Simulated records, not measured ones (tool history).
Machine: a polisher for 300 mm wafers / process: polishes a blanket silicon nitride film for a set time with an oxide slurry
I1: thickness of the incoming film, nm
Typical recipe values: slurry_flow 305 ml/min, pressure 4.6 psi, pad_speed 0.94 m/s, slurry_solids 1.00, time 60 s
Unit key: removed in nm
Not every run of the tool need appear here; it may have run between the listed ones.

Run 1, day 0.000: usual settings; I1 547.7. Result: removed 42.1 nm.
At day 1.596: slurry blender recalibrated.
Run 2, day 2.217: usual settings but slurry_solids 0.80; I1 544.9. Result: removed 39.4 nm.
At day 2.583: worn pad replaced by a new one.
Run 3, day 3.804: usual settings but slurry_solids 1.10; I1 553.8. Result: removed 43.5 nm.
Run 4, day 4.938: usual settings but slurry_solids 1.10; I1 545.0. Result: removed 42.8 nm.
At day 6.600: conditioning disc replaced and pad reconditioned.
At day 6.917: slurry nozzle cleaned.
Run 5, day 7.271: usual settings; I1 550.0. Result: removed 41.4 nm.
Run 6, day 8.742: usual settings; I1 548.5. Result: removed 41.2 nm.
Run 7, day 11.500: usual settings; I1 548.4. Result: removed 40.6 nm.
At day 13.038: worn pad replaced by a new one.
Run 8, day 13.683: usual settings; I1 542.5. Result: removed 41.8 nm.
Run 9, day 14.746: usual settings but slurry_solids 0.90; I1 542.7. Result: removed 40.2 nm.
Run 10, day 17.592: usual settings but slurry_solids 0.90; I1 539.7. Result: removed 40.1 nm.
Run 11, day 19.033: usual settings but pad_speed 0.72 m/s; I1 558.8. Result: removed 33.5 nm.
Run 12, day 21.271: usual settings but slurry_flow 220 ml/min, slurry_solids 1.30; I1 544.6. Result: removed 43.3 nm.
At day 22.550: slurry blender recalibrated.
Run 13, day 23.000: usual settings but slurry_flow 275 ml/min, pad_speed 0.74 m/s, slurry_solids 0.75, time 76 s; I1 550.5. Result: removed 39.6 nm.
At day 24.071: head pressure recalibrated.
At day 24.250: worn pad replaced by a new one.
Run 14, day 24.304: usual settings but slurry_flow 275 ml/min, pressure 3.3 psi, pad_speed 1.18 m/s, time 71 s; I1 541.1. Result: removed 41.3 nm.
At day 25.188: conditioning disc replaced and pad reconditioned.
Run 15, day 26.829: usual settings; I1 548.5. Result: removed 40.8 nm.
Run 16, day 28.129: usual settings; I1 543.7. Result: removed 41.6 nm.
Run 17, day 31.125: usual settings but pad_speed 1.20 m/s, slurry_solids 0.90; I1 560.0. Result: removed 49.6 nm.
Run 18, day 32.896: usual settings; I1 538.7. Result: removed 41.8 nm.
Run 19, day 34.908: usual settings; I1 555.8. Result: removed 41.4 nm.
At day 36.754: worn pad replaced by a new one.
Run 20, day 37.188: usual settings but pressure 5.8 psi, pad_speed 0.84 m/s, time 51 s; I1 553.5. Result: removed 41.2 nm.
At day 37.321: slurry nozzle cleaned.
Run 21, day 38.771: usual settings but slurry_flow 255 ml/min, pressure 4.2 psi, pad_speed 1.26 m/s, time 67 s; I1 546.7. Result: removed 52.0 nm.
At day 39.812: conditioning disc replaced and pad reconditioned.
Run 22, day 40.767: usual settings but slurry_flow 370 ml/min; I1 553.8. Result: removed 42.2 nm.
At day 41.392: slurry blender recalibrated.
Run 23, day 43.583: usual settings but slurry_solids 1.25, time 44 s; I1 552.3. Result: removed 33.0 nm.
Run 24, day 45.767: usual settings but pad_speed 1.10 m/s; I1 551.1. Result: removed 47.2 nm.
At day 47.167: worn pad replaced by a new one.
Run 25, day 48.029: usual settings but slurry_flow 255 ml/min, pad_speed 1.20 m/s, slurry_solids 0.90, time 46 s; I1 548.0. Result: removed 37.3 nm.
Run 26, day 50.429: usual settings but slurry_flow 220 ml/min, slurry_solids 1.30; I1 554.5. Result: removed 43.5 nm.

3 ways to go on from here, each from the tool as it stands after run 26. What would each give?
Run A, day 50.446: usual settings; I1 555.1. Result: removed ?.
Run B, day 50.446: usual settings but pad_speed 0.76 m/s, time 75 s; I1 555.1. Result: removed ?.
Run C, day 50.446: usual settings but slurry_flow 210 ml/min, pressure 5.3 psi, pad_speed 1.24 m/s, time 75 s; I1 555.1. Result: removed ?.

run  removed
  A     41.3
  B     43.9
  C     70.3
Without the tool's unlogged condition, the same runs would have read:
run  removed
  A     41.3
  B     43.9
  C     70.3

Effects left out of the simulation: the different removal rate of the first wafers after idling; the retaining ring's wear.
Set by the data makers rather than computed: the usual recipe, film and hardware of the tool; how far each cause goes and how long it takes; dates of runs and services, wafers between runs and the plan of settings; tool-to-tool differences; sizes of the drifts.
